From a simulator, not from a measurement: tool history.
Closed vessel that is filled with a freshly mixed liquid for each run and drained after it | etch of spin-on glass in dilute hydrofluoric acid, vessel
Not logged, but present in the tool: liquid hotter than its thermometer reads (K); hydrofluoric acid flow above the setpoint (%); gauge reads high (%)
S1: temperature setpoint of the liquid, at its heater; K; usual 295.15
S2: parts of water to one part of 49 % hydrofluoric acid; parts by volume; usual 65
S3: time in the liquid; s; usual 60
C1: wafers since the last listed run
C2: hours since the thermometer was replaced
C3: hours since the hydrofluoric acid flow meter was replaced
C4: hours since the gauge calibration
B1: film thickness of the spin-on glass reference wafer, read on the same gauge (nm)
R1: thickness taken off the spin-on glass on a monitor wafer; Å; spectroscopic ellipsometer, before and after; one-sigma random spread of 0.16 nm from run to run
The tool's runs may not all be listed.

run 1 day=0.000 | S1=295.15 S2=65 S3=60 | C1=0 C2=1839.8 C3=584.1 C4=375.6 | B1=69.98 | R1=378.5
run 2 day=0.433 | S1=295.15 S2=65 S3=60 | C1=1320 C2=1850.2 C3=594.5 C4=386.0 | B1=69.97 | R1=377.1
-- day=1.067 thermometer replaced
run 3 day=1.158 | S1=295.15 S2=65 S3=60 | C1=2081 C2=2.2 C3=611.9 C4=403.4 | B1=70.02 | R1=340.3
run 4 day=1.562 | S1=295.15 S2=65 S3=60 | C1=1231 C2=11.9 C3=621.6 C4=413.1 | B1=70.02 | R1=341.9
run 5 day=2.017 | S1=295.15 S2=65 S3=60 | C1=1383 C2=22.8 C3=632.5 C4=424.0 | B1=69.96 | R1=342.8
run 6 day=2.488 | S1=295.15 S2=65 S3=60 | C1=1434 C2=34.1 C3=643.8 C4=435.3 | B1=70.01 | R1=341.4
run 7 day=2.904 | S1=295.15 S2=65 S3=60 | C1=1269 C2=44.1 C3=653.8 C4=445.3 | B1=70.01 | R1=339.9
run 8 day=3.188 | S1=295.15 S2=65 S3=60 | C1=863 C2=50.9 C3=660.6 C4=452.1 | B1=69.98 | R1=343.4
run 9 day=3.733 | S1=295.15 S2=60 S3=40 | C1=1662 C2=64.0 C3=673.7 C4=465.2 | B1=69.99 | R1=246.0
-- day=4.012 hydrofluoric acid flow meter replaced
run 10 day=4.438 | S1=295.15 S2=65 S3=60 | C1=2018 C2=80.9 C3=10.2 C4=482.1 | B1=70.02 | R1=343.4
run 11 day=4.754 | S1=299.65 S2=65 S3=60 | C1=964 C2=88.5 C3=17.8 C4=489.7 | B1=69.98 | R1=411.6
run 12 day=5.083 | S1=295.15 S2=65 S3=60 | C1=1002 C2=96.4 C3=25.7 C4=497.6 | B1=70.00 | R1=343.4
run 13 day=5.829 | S1=295.15 S2=90 S3=90 | C1=2272 C2=114.3 C3=43.6 C4=515.5 | B1=70.01 | R1=361.0
run 14 day=6.179 | S1=297.65 S2=65 S3=40 | C1=1066 C2=122.7 C3=52.0 C4=523.9 | B1=69.98 | R1=251.5
run 15 day=6.912 | S1=291.15 S2=55 S3=40 | C1=2234 C2=140.3 C3=69.6 C4=541.5 | B1=70.01 | R1=232.9
run 16 day=8.708 | S1=300.15 S2=75 S3=70 | C1=5470 C2=183.4 C3=112.7 C4=584.6 | B1=69.98 | R1=419.1
run 17 day=9.100 | S1=298.65 S2=80 S3=95 | C1=1193 C2=192.8 C3=122.1 C4=594.0 | B1=70.04 | R1=504.2
run 18 day=9.354 | S1=290.65 S2=40 S3=40 | C1=774 C2=198.9 C3=128.2 C4=600.1 | B1=70.00 | R1=316.2
run 19 day=10.038 | S1=293.15 S2=65 S3=60 | C1=2081 C2=215.3 C3=144.6 C4=616.5 | B1=70.00 | R1=319.0
run 20 day=10.742 | S1=293.15 S2=80 S3=60 | C1=2145 C2=232.2 C3=161.5 C4=633.4 | B1=69.96 | R1=253.5
-- day=10.767 gauge calibrated
run 21 day=11.350 | S1=295.15 S2=95 S3=60 | C1=1853 C2=246.8 C3=176.1 C4=14.0 | B1=70.01 | R1=228.5
run 22 day=11.633 | S1=295.15 S2=80 S3=60 | C1=863 C2=253.6 C3=182.9 C4=20.8 | B1=69.96 | R1=275.1
run 23 day=11.950 | S1=295.15 S2=65 S3=60 | C1=964 C2=261.2 C3=190.5 C4=28.4 | B1=69.98 | R1=344.7
run 24 day=12.392 | S1=295.15 S2=50 S3=60 | C1=1345 C2=271.8 C3=201.1 C4=39.0 | B1=69.94 | R1=459.7
run 25 day=13.071 | S1=295.15 S2=65 S3=60 | C1=2069 C2=288.1 C3=217.4 C4=55.3 | B1=70.01 | R1=344.6
run 26 day=13.904 | S1=298.15 S2=85 S3=60 | C1=2538 C2=308.1 C3=237.4 C4=75.3 | B1=70.05 | R1=292.4
run 27 day=14.229 | S1=299.15 S2=40 S3=35 | C1=990 C2=315.9 C3=245.2 C4=83.1 | B1=70.02 | R1=400.8
run 28 day=14.908 | S1=295.15 S2=65 S3=40 | C1=2069 C2=332.2 C3=261.5 C4=99.4 | B1=69.99 | R1=229.4
run 29 day=15.167 | S1=297.15 S2=65 S3=60 | C1=787 C2=338.4 C3=267.7 C4=105.6 | B1=70.03 | R1=376.6
run 30 day=15.775 | S1=295.15 S2=65 S3=85 | C1=1853 C2=353.0 C3=282.3 C4=120.2 | B1=70.00 | R1=487.3
run 31 day=16.258 | S1=299.15 S2=55 S3=85 | C1=1472 C2=364.6 C3=293.9 C4=131.8 | B1=69.98 | R1=694.1
run 32 day=16.642 | S1=297.15 S2=40 S3=70 | C1=1167 C2=373.8 C3=303.1 C4=141.0 | B1=70.01 | R1=742.9
run 33 day=17.192 | S1=295.15 S2=65 S3=80 | C1=1675 C2=387.0 C3=316.3 C4=154.2 | B1=70.04 | R1=465.8
run 34 day=17.725 | S1=293.15 S2=65 S3=60 | C1=1624 C2=399.8 C3=329.1 C4=167.0 | B1=70.01 | R1=323.1

Some steps in R1 between neighbouring runs. How much of each would the tool show without its hidden state too (settings, what came in, random variation), and how much is left for the hidden state, with any gauge scatter that isn't in both results?
Run 2 -> 3: thermometer replaced. R1 -36.8 Å: hidden state -36.6, all else -0.2.
Run 17 -> 18: S1 298.65 -> 290.65, S2 80 -> 40, S3 95 -> 40. R1 -188.0 Å: hidden state -1.7, all else -186.3.
Run 30 -> 31: S1 295.15 -> 299.15, S2 65 -> 55. R1 +206.8 Å: hidden state +4.2, all else +202.6.
Run 32 -> 33: S1 297.15 -> 295.15, S2 40 -> 65, S3 70 -> 80. R1 -277.1 Å: hidden state -5.6, all else -271.5.
